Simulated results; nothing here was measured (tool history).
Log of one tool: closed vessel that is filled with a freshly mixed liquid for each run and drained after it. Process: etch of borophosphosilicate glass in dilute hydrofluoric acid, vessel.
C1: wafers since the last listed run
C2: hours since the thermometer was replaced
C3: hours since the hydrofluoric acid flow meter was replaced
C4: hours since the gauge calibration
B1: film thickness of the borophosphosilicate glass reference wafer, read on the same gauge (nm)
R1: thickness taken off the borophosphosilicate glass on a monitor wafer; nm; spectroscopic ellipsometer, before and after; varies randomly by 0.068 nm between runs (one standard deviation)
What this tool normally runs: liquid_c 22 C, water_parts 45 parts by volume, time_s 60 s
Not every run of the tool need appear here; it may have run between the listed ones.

Run 1, hour 0: usual settings; C1 0; C2 2718.7; C3 1978.3; C4 70.3; B1 90.04. Result: R1 33.98 nm.
Run 2, hour 10.5: usual settings but liquid_c 24 C, water_parts 60 parts by volume; C1 1569; C2 2729.2; C3 1988.8; C4 80.8; B1 90.05. Result: R1 27.42 nm.
Run 3, hour 17.9: usual settings but liquid_c 24 C, water_parts 60 parts by volume; C1 1105; C2 2736.6; C3 1996.2; C4 88.2; B1 90.01. Result: R1 27.38 nm.
Run 4, hour 35.4: usual settings but water_parts 60 parts by volume; C1 2615; C2 2754.1; C3 2013.7; C4 105.7; B1 90.02. Result: R1 25.11 nm.
Run 5, hour 53.1: usual settings; C1 2645; C2 2771.8; C3 2031.4; C4 123.4; B1 90.02. Result: R1 34.02 nm.
Run 6, hour 67.7: usual settings; C1 2182; C2 2786.4; C3 2046; C4 138; B1 90.01. Result: R1 33.94 nm.
Run 7, hour 82.9: usual settings but time_s 80 s; C1 2271; C2 2801.6; C3 2061.2; C4 153.2; B1 89.98. Result: R1 45.41 nm.
At hour 93.3: thermometer replaced.
Run 8, hour 99.6: usual settings but time_s 40 s; C1 2346; C2 6.3; C3 2077.9; C4 169.9; B1 90.01. Result: R1 25.18 nm.
Run 9, hour 110.3: usual settings but time_s 40 s; C1 1599; C2 17; C3 2088.6; C4 180.6; B1 90.03. Result: R1 25.23 nm.
Run 10, hour 124: usual settings but liquid_c 18 C, water_parts 60 parts by volume, time_s 75 s; C1 2047; C2 30.7; C3 2102.3; C4 194.3; B1 90.02. Result: R1 29.33 nm.
At hour 137.8: hydrofluoric acid flow meter replaced.
Run 11, hour 140.8: usual settings but liquid_c 25 C, water_parts 60 parts by volume, time_s 30 s; C1 2361; C2 47.5; C3 3; C4 211.1; B1 90.02. Result: R1 14.06 nm.
At hour 142.5: gauge calibrated.
Run 12, hour 156.8: usual settings but water_parts 60 parts by volume, time_s 70 s; C1 2391; C2 63.5; C3 19; C4 14.3; B1 90.01. Result: R1 28.94 nm.
Run 13, hour 172.9: usual settings but liquid_c 19.5 C, water_parts 25 parts by volume, time_s 35 s; C1 2406; C2 79.6; C3 35.1; C4 30.4; B1 90.05. Result: R1 32.68 nm.
Run 14, hour 185.3: usual settings but liquid_c 20 C, water_parts 55 parts by volume; C1 1853; C2 92; C3 47.5; C4 42.8; B1 90.01. Result: R1 25.09 nm.
Run 15, hour 202.3: usual settings but liquid_c 19.5 C, water_parts 55 parts by volume, time_s 70 s; C1 2540; C2 109; C3 64.5; C4 59.8; B1 89.95. Result: R1 28.69 nm.
Run 16, hour 212.5: usual settings but liquid_c 23.5 C, water_parts 40 parts by volume, time_s 70 s; C1 1524; C2 119.2; C3 74.7; C4 70; B1 90. Result: R1 47.6 nm.
Run 17, hour 221.7: usual settings but liquid_c 26.5 C, water_parts 60 parts by volume, time_s 50 s; C1 1375; C2 128.4; C3 83.9; C4 79.2; B1 90.03. Result: R1 25 nm.
Run 18, hour 234.4: usual settings; C1 1898; C2 141.1; C3 96.6; C4 91.9; B1 90.01. Result: R1 33.74 nm.

For each run, what was the tool's unlogged condition?
gauge reads high (%): 0 across all the runs
H1: liquid colder than its thermometer reads (K)
H2: hydrofluoric acid flow above the setpoint (%)
run     H1     H2
  1   2.76   11.6
  2   2.77   11.6
  3   2.78   11.7
  4   2.79   11.8
  5   2.81   11.9
  6   2.83   11.9
  7   2.84     12
  8  0.346   12.1
  9  0.356   12.2
 10  0.369   12.2
 11  0.385  0.618
 12    0.4  0.703
 13  0.415  0.789
 14  0.427  0.854
 15  0.443  0.945
 16  0.453  0.999
 17  0.462   1.05
 18  0.474   1.12
